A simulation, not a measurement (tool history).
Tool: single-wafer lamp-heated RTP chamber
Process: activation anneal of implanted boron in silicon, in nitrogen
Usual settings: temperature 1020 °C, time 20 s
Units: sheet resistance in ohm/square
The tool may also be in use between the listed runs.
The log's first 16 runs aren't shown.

run,hour,temperature,time,"read-back reference wafer on the same gauge, sheet resistance",sheet resistance
17,780.6,1020,14,413.08,465.74
# hour 798.8: gauge calibrated
18,818.7,1020,20,413.2,463.67
19,870.8,1001,30,413.1,465.12
# hour 1048.8: pyrometer window cleaned and pyrometer calibrated
20,1079.6,1048,9,413.03,465
21,1135.4,1020,20,412.93,463.07
22,1183.8,1020,31,412.99,460.55
# hour 1194.1: reflector plate cleaned
23,1321.2,1028,25,413.16,461.27
24,1352.7,1020,20,413.09,463.46
25,1378.1,997,29,413.05,466.86
26,1448,1020,29,412.89,462.46
27,1511.8,1044,15,412.8,462.2
# hour 1534.3: pyrometer window cleaned and pyrometer calibrated
28,1548.7,1020,20,412.92,464.76
29,1611.5,1041,12,413.11,462.75
30,1647.7,1020,26,413.03,462.63
31,1677.5,1020,20,412.98,463.82
32,1739,1036,17,412.84,462.32
33,1784.9,1042,24,412.86,457.92
34,1822.2,1020,20,413.02,463.53
# hour 1847.3: reflector plate cleaned
35,1847.8,1038,16,412.88,463.04
36,1881.8,993,10,412.82,473.48
37,1916.2,991,15,412.9,471.42

Forecast each of these 3 alternatives for the next run:
A,1916.6,1020,30,?,?
B,1916.6,1020,12,?,?
C,1916.6,1029,13,?,?

run,"read-back reference wafer on the same gauge, sheet resistance",sheet resistance
A,413.03,462.31
B,413.03,466.7
C,413.03,465.2
Without the tool's hidden state the same runs would have given:
run,sheet resistance
A,462.31
B,466.7
C,465.2

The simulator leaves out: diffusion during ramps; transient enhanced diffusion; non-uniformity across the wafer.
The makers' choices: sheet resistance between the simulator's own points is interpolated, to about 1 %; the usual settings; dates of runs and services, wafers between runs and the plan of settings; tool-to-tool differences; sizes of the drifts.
